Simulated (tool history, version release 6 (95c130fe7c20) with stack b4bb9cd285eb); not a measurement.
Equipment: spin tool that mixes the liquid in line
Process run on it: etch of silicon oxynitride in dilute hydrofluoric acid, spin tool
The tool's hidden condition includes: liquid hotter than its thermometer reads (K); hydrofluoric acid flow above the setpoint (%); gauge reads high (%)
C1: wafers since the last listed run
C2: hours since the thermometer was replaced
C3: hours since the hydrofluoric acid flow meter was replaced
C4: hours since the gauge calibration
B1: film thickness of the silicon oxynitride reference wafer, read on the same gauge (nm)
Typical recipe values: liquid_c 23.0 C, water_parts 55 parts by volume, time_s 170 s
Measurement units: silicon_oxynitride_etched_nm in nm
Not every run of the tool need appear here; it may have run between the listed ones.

run 1 day=0.000 | liquid_c=23.0 water_parts=55 time_s=170 | C1=0 C2=1814.4 C3=1417.0 C4=232.7 | B1=100.00 | silicon_oxynitride_etched_nm=10.36
run 2 day=0.517 | liquid_c=23.0 water_parts=55 time_s=170 | C1=58 C2=1826.8 C3=1429.4 C4=245.1 | B1=99.99 | silicon_oxynitride_etched_nm=10.37
run 3 day=1.117 | liquid_c=26.0 water_parts=55 time_s=190 | C1=68 C2=1841.2 C3=1443.8 C4=259.5 | B1=99.99 | silicon_oxynitride_etched_nm=13.41
run 4 day=1.529 | liquid_c=26.0 water_parts=55 time_s=190 | C1=46 C2=1851.1 C3=1453.7 C4=269.4 | B1=100.00 | silicon_oxynitride_etched_nm=13.37
run 5 day=1.933 | liquid_c=26.0 water_parts=55 time_s=190 | C1=45 C2=1860.8 C3=1463.4 C4=279.1 | B1=100.00 | silicon_oxynitride_etched_nm=13.40
run 6 day=2.292 | liquid_c=23.0 water_parts=55 time_s=170 | C1=40 C2=1869.4 C3=1472.0 C4=287.7 | B1=99.95 | silicon_oxynitride_etched_nm=10.37
run 7 day=3.021 | liquid_c=23.0 water_parts=55 time_s=170 | C1=82 C2=1886.9 C3=1489.5 C4=305.2 | B1=100.05 | silicon_oxynitride_etched_nm=10.44
run 8 day=3.758 | liquid_c=23.0 water_parts=55 time_s=170 | C1=83 C2=1904.6 C3=1507.2 C4=322.9 | B1=99.98 | silicon_oxynitride_etched_nm=10.37
run 9 day=4.033 | liquid_c=23.0 water_parts=55 time_s=170 | C1=31 C2=1911.2 C3=1513.8 C4=329.5 | B1=100.03 | silicon_oxynitride_etched_nm=10.42
-- day=4.242 thermometer replaced
-- day=4.750 gauge calibrated
run 10 day=4.754 | liquid_c=23.0 water_parts=55 time_s=170 | C1=77 C2=12.3 C3=1531.1 C4=0.1 | B1=99.99 | silicon_oxynitride_etched_nm=9.31
run 11 day=5.271 | liquid_c=23.0 water_parts=55 time_s=170 | C1=58 C2=24.7 C3=1543.5 C4=12.5 | B1=100.01 | silicon_oxynitride_etched_nm=9.29
run 12 day=5.546 | liquid_c=21.0 water_parts=55 time_s=170 | C1=31 C2=31.3 C3=1550.1 C4=19.1 | B1=100.01 | silicon_oxynitride_etched_nm=8.43
run 13 day=5.967 | liquid_c=21.0 water_parts=55 time_s=170 | C1=47 C2=41.4 C3=1560.2 C4=29.2 | B1=99.97 | silicon_oxynitride_etched_nm=8.45
run 14 day=6.383 | liquid_c=25.0 water_parts=35 time_s=170 | C1=47 C2=51.4 C3=1570.2 C4=39.2 | B1=100.01 | silicon_oxynitride_etched_nm=16.47
run 15 day=6.667 | liquid_c=18.5 water_parts=35 time_s=170 | C1=32 C2=58.2 C3=1577.0 C4=46.0 | B1=100.04 | silicon_oxynitride_etched_nm=11.82
run 16 day=6.971 | liquid_c=23.0 water_parts=55 time_s=170 | C1=34 C2=65.5 C3=1584.3 C4=53.3 | B1=100.05 | silicon_oxynitride_etched_nm=9.27
run 17 day=7.542 | liquid_c=23.0 water_parts=55 time_s=170 | C1=64 C2=79.2 C3=1598.0 C4=67.0 | B1=99.99 | silicon_oxynitride_etched_nm=9.39
run 18 day=7.875 | liquid_c=23.0 water_parts=45 time_s=170 | C1=37 C2=87.2 C3=1606.0 C4=75.0 | B1=100.03 | silicon_oxynitride_etched_nm=11.52
-- day=8.371 hydrofluoric acid flow meter replaced
run 19 day=8.588 | liquid_c=23.0 water_parts=75 time_s=170 | C1=76 C2=104.3 C3=5.2 C4=92.1 | B1=99.98 | silicon_oxynitride_etched_nm=6.09
run 20 day=9.204 | liquid_c=26.0 water_parts=55 time_s=190 | C1=70 C2=119.1 C3=20.0 C4=106.9 | B1=100.00 | silicon_oxynitride_etched_nm=10.84
run 21 day=9.812 | liquid_c=23.0 water_parts=55 time_s=170 | C1=69 C2=133.7 C3=34.6 C4=121.5 | B1=100.01 | silicon_oxynitride_etched_nm=8.42
run 22 day=10.233 | liquid_c=20.0 water_parts=40 time_s=170 | C1=47 C2=143.8 C3=44.7 C4=131.6 | B1=100.03 | silicon_oxynitride_etched_nm=10.16
run 23 day=10.554 | liquid_c=19.0 water_parts=55 time_s=210 | C1=36 C2=151.5 C3=52.4 C4=139.3 | B1=99.99 | silicon_oxynitride_etched_nm=8.64
run 24 day=10.983 | liquid_c=27.5 water_parts=55 time_s=80 | C1=48 C2=161.8 C3=62.7 C4=149.6 | B1=100.01 | silicon_oxynitride_etched_nm=4.98
run 25 day=11.717 | liquid_c=20.0 water_parts=70 time_s=200 | C1=83 C2=179.4 C3=80.3 C4=167.2 | B1=99.99 | silicon_oxynitride_etched_nm=6.71
run 26 day=12.442 | liquid_c=23.0 water_parts=75 time_s=235 | C1=82 C2=196.8 C3=97.7 C4=184.6 | B1=99.97 | silicon_oxynitride_etched_nm=8.49

How would selected steps in silicon_oxynitride_etched_nm from run to run divide? Give the signed amount a tool lacking its hidden state would still show from settings, what came in and random variation, and the signed amount left for the hidden state, including any gauge scatter that is not in both of the compared results.
Run 9 -> 10: thermometer replaced, gauge calibrated. silicon_oxynitride_etched_nm -1.11 nm: hidden state -1.14, all else +0.03.
Run 13 -> 14: liquid_c 21.0 -> 25.0, water_parts 55 -> 35. silicon_oxynitride_etched_nm +8.02 nm: hidden state +0.85, all else +7.17.
Run 18 -> 19: water_parts 45 -> 75, hydrofluoric acid flow meter replaced. silicon_oxynitride_etched_nm -5.43 nm: hidden state -1.21, all else -4.22.
